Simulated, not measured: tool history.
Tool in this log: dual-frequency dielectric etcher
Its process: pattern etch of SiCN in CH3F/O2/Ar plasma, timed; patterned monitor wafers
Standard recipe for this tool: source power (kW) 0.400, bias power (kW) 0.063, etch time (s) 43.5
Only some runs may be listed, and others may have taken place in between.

run	hour	source power (kW)	bias power (kW)	etch time (s)	read-back reference wafer on the same gauge, depth_nm	mean etch depth across the wafer (Å)
1	0.0	0.400	0.063	43.5	18.79	164.4
2	8.0	0.400	0.063	43.5	18.80	163.4
3	16.1	0.400	0.051	43.5	18.81	146.9
4	31.7	0.400	0.070	43.5	18.81	174.2
5	48.3	0.400	0.070	43.5	18.81	173.2
6	60.6	0.400	0.063	43.5	18.80	164.9
7	77.2	0.420	0.063	43.5	18.79	169.4
8	93.2	0.400	0.063	43.5	18.80	164.8
# hour 119.7: wet clean of the chamber
9	120.2	0.400	0.063	43.5	18.80	159.3
10	120.5	0.400	0.063	43.5	18.81	159.0
11	129.7	0.400	0.063	43.5	18.80	159.6
12	146.7	0.400	0.063	43.5	18.81	159.0
13	154.2	0.400	0.063	43.5	18.79	158.4
14	160.6	0.400	0.063	43.5	18.80	158.9
15	167.6	0.400	0.063	43.5	18.79	159.4
# hour 170.9: gauge calibrated
16	177.6	0.400	0.063	43.5	18.78	160.3
17	192.4	0.400	0.063	43.5	18.80	160.2
18	198.5	0.310	0.048	43.5	18.82	120.2
19	207.1	0.400	0.063	43.5	18.78	159.3
# hour 222.1: bias power generator calibrated
# hour 227.5: source power generator calibrated
# hour 251.2: upper electrode replaced
20	251.7	0.400	0.063	51.5	18.81	190.4
21	263.2	0.360	0.063	40.0	18.80	139.2
22	281.2	0.370	0.078	47.5	18.81	188.2
23	290.5	0.320	0.076	31.5	18.81	113.5
24	300.2	0.400	0.063	43.5	18.80	161.9
25	310.0	0.460	0.079	43.5	18.81	193.9
26	318.4	0.400	0.068	43.5	18.79	167.8
27	333.3	0.490	0.063	43.5	18.78	179.2
28	344.1	0.400	0.063	43.5	18.79	161.8
29	361.7	0.300	0.063	30.5	18.79	96.9
30	367.8	0.400	0.078	49.5	18.80	205.4
31	383.3	0.400	0.048	38.5	18.80	124.9

Consider 3 possible next runs. They are alternatives, not a sequence: every one starts from the tool as it was left by run 31. What does each give?
A	383.7	0.400	0.063	43.5	?	?
B	383.7	0.400	0.050	43.5	?	?
C	383.7	0.460	0.058	37.5	?	?

run	read-back reference wafer on the same gauge, depth_nm	mean etch depth across the wafer (Å)
A	18.79	162.4
B	18.79	144.4
C	18.79	144.4
Had the tool no hidden state, the same runs would have come out as:
run	mean etch depth across the wafer (Å)
A	158.6
B	141.0
C	141.0
